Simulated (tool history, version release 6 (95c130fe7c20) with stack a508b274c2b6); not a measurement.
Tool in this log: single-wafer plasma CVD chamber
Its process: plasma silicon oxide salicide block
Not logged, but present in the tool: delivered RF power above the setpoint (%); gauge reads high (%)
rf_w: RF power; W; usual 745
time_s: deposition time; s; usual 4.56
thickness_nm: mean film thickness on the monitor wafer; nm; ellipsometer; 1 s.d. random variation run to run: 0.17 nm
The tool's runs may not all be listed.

run   hour  rf_w  time_s  wafers since the last listed run  hours since the last RF generator calibration  hours since the showerhead was replaced  hours since the gauge calibration  read-back reference wafer on the same gauge, thickness_nm  thickness_nm
  1    0.0   655    4.91                                 0                                          923.9                                   2490.5                              759.6                                                     43.976        51.834
  2   89.6   655    4.91                              2803                                         1013.5                                   2580.1                              849.2                                                     44.035        51.920
  3  129.1   655    4.91                              1236                                         1053.0                                   2619.6                              888.7                                                     44.030        51.838
  4  207.5   745    4.56                              2453                                         1131.4                                   2698.0                              967.1                                                     44.024        50.626
  5  244.7   745    4.56                              1164                                         1168.6                                   2735.2                             1004.3                                                     43.964        50.307
  6  293.2   745    4.56                              1517                                         1217.1                                   2783.7                             1052.8                                                     43.991        50.399
  7  370.2   680    4.24                              2409                                         1294.1                                   2860.7                             1129.8                                                     44.017        45.087
  8  418.2   680    4.24                              1502                                         1342.1                                   2908.7                             1177.8                                                     44.029        45.375
  9  471.7   680    4.24                              1674                                         1395.6                                   2962.2                             1231.3                                                     43.965        45.539
 10  517.8   745    4.26                              1442                                         1441.7                                   3008.3                             1277.4                                                     43.975        47.086
 11  559.3   745    4.26                              1298                                         1483.2                                   3049.8                             1318.9                                                     43.986        47.147
 12  630.8   745    4.26                              2237                                         1554.7                                   3121.3                             1390.4                                                     44.025        47.206
     695.2  -- showerhead replaced
 13  695.7   745    5.22                              1780                                         1619.6                                      0.5                             1455.3                                                     43.994        57.369
 14  756.7   745    4.56                              1908                                         1680.6                                     61.5                             1516.3                                                     43.982        50.525

For run 15, what comes out?
 15  833.7   855    4.11                              2409                                         1757.6                                    138.5                             1593.3                                                          ?             ?

Run 15 produced read-back reference wafer on the same gauge, thickness_nm 44.025, thickness_nm 47.375 nm.
Had the tool carried no hidden state, the very same run would have given thickness_nm 48.128 nm.
